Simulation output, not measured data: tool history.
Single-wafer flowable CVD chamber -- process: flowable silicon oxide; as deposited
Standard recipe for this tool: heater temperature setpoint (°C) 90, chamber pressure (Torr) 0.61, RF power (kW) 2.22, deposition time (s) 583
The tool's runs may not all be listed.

| run | hour | heater temperature setpoint (°C) | chamber pressure (Torr) | RF power (kW) | deposition time (s) | wafers since the last listed run | hours since the last thermocouple change | hours since the last RF generator calibration | hours since the last manometer calibration | hours since the showerhead was replaced | hours since the gauge calibration | read-back reference wafer on the same gauge, thickness_nm | mean film thickness on the monitor wafer (angstrom) |
|---|---|---|---|---|---|---|---|---|---|---|---|---|---|
| 1 | 0 | 90 | 0.61 | 2.22 | 616 | 0 | 2301.6 | 1972.4 | 3149.1 | 7214 | 133 | 309.507 | 2889.85 |
| 2 | 10.7 | 90 | 0.61 | 2.22 | 616 | 36 | 2312.3 | 1983.1 | 3159.8 | 7224.7 | 143.7 | 309.278 | 2901.11 |
| 3 | 19.9 | 90 | 0.61 | 2.22 | 616 | 30 | 2321.5 | 1992.3 | 3169 | 7233.9 | 152.9 | 310.327 | 2838.5 |
| 4 | 32.2 | 90 | 0.61 | 2.22 | 583 | 41 | 2333.8 | 2004.6 | 3181.3 | 7246.2 | 165.2 | 310.433 | 2718.65 |
| 5 | 43.9 | 90 | 0.61 | 2.22 | 583 | 39 | 2345.5 | 2016.3 | 3193 | 7257.9 | 176.9 | 310.313 | 2713.53 |
| 6 | 60.1 | 90 | 0.61 | 2.22 | 583 | 54 | 2361.7 | 2032.5 | 3209.2 | 7274.1 | 193.1 | 310.485 | 2703.74 |
| 7 | 74.1 | 90 | 0.61 | 2.22 | 583 | 47 | 2375.7 | 2046.5 | 3223.2 | 7288.1 | 207.1 | 309.604 | 2692.32 |
| 8 | 81.3 | 90 | 0.61 | 2.22 | 583 | 24 | 2382.9 | 2053.7 | 3230.4 | 7295.3 | 214.3 | 309.816 | 2706.69 |
|  | 97.4 | thermocouple changed; heater temperature recalibrated |
| 9 | 97.9 | 90 | 0.61 | 2.22 | 583 | 28 | 0.5 | 2070.3 | 3247 | 7311.9 | 230.9 | 310.421 | 3384.5 |
| 10 | 102.8 | 97 | 0.61 | 2.22 | 583 | 16 | 5.4 | 2075.2 | 3251.9 | 7316.8 | 235.8 | 309.696 | 2607.69 |
| 11 | 112.3 | 97 | 0.61 | 2.22 | 583 | 31 | 14.9 | 2084.7 | 3261.4 | 7326.3 | 245.3 | 310.412 | 2585.89 |
|  | 121.9 | capacitance manometer re-zeroed and calibrated |
| 12 | 122.7 | 90 | 0.61 | 2.22 | 583 | 8 | 25.3 | 2095.1 | 0.8 | 7336.7 | 255.7 | 310.09 | 3400.16 |
| 13 | 129.7 | 90 | 0.61 | 2.22 | 583 | 23 | 32.3 | 2102.1 | 7.8 | 7343.7 | 262.7 | 310.165 | 3394.44 |
| 14 | 140.5 | 90 | 0.61 | 2.22 | 583 | 36 | 43.1 | 2112.9 | 18.6 | 7354.5 | 273.5 | 310.064 | 3362.17 |
|  | 143.4 | gauge calibrated |
| 15 | 148.5 | 90 | 0.668 | 2.22 | 583 | 26 | 51.1 | 2120.9 | 26.6 | 7362.5 | 5.1 | 310.125 | 3729.91 |
|  | 158 | RF generator calibrated |
| 16 | 161.4 | 90 | 0.61 | 2.22 | 583 | 16 | 64 | 3.4 | 39.5 | 7375.4 | 18 | 309.951 | 3343.22 |
| 17 | 177.6 | 97 | 0.61 | 2.22 | 583 | 54 | 80.2 | 19.6 | 55.7 | 7391.6 | 34.2 | 309.982 | 2588.84 |
|  | 193.4 | showerhead replaced |
| 18 | 194 | 90 | 0.61 | 2.22 | 583 | 28 | 96.6 | 36 | 72.1 | 0.6 | 50.6 | 310.211 | 3354.81 |
| 19 | 200.3 | 78 | 0.669 | 1.95 | 687 | 21 | 102.9 | 42.3 | 78.4 | 6.9 | 56.9 | 309.599 | 6193.43 |
| 20 | 217.5 | 90 | 0.61 | 2.22 | 583 | 57 | 120.1 | 59.5 | 95.6 | 24.1 | 74.1 | 309.668 | 3346.47 |
| 21 | 232.4 | 83 | 0.61 | 2.61 | 541 | 50 | 135 | 74.4 | 110.5 | 39 | 89 | 310.341 | 4096.32 |
| 22 | 249.8 | 90 | 0.539 | 2.22 | 583 | 58 | 152.4 | 91.8 | 127.9 | 56.4 | 106.4 | 310.988 | 2942.42 |
| 23 | 261 | 101 | 0.545 | 2.22 | 583 | 37 | 163.6 | 103 | 139.1 | 67.6 | 117.6 | 309.341 | 1986.05 |
| 24 | 267.8 | 90 | 0.46 | 1.875 | 583 | 22 | 170.4 | 109.8 | 145.9 | 74.4 | 124.4 | 310.038 | 2345.28 |
| 25 | 282.4 | 90 | 0.61 | 2.22 | 654 | 49 | 185 | 124.4 | 160.5 | 89 | 139 | 309.994 | 3716.04 |
| 26 | 290.1 | 90 | 0.758 | 2.1 | 642 | 25 | 192.7 | 132.1 | 168.2 | 96.7 | 146.7 | 309.735 | 4485.31 |
| 27 | 304.2 | 90 | 0.61 | 2.22 | 583 | 47 | 206.8 | 146.2 | 182.3 | 110.8 | 160.8 | 309.651 | 3298.17 |

Here are 5 independent what-if runs from the current tool condition. What would each one return?
| A | 304.8 | 90 | 0.61 | 2.22 | 583 | 2 | 207.4 | 146.8 | 182.9 | 111.4 | 161.4 | ? | ? |
| B | 304.8 | 81 | 0.61 | 2.22 | 583 | 2 | 207.4 | 146.8 | 182.9 | 111.4 | 161.4 | ? | ? |
| C | 304.8 | 79 | 0.544 | 2.22 | 634 | 2 | 207.4 | 146.8 | 182.9 | 111.4 | 161.4 | ? | ? |
| D | 304.8 | 90 | 0.61 | 2.49 | 583 | 2 | 207.4 | 146.8 | 182.9 | 111.4 | 161.4 | ? | ? |
| E | 304.8 | 90 | 0.526 | 2.61 | 583 | 2 | 207.4 | 146.8 | 182.9 | 111.4 | 161.4 | ? | ? |

| run | read-back reference wafer on the same gauge, thickness_nm | mean film thickness on the monitor wafer (angstrom) |
|---|---|---|
| A | 309.772 | 3340.98 |
| B | 309.772 | 4562.38 |
| C | 309.772 | 4717.57 |
| D | 309.772 | 3428.55 |
| E | 309.772 | 2981.02 |
Without the tool's unlogged condition, the same runs would have read:
| run | mean film thickness on the monitor wafer (angstrom) |
|---|---|
| A | 3494.24 |
| B | 4744.66 |
| C | 4880.38 |
| D | 3585.83 |
| E | 3117.77 |
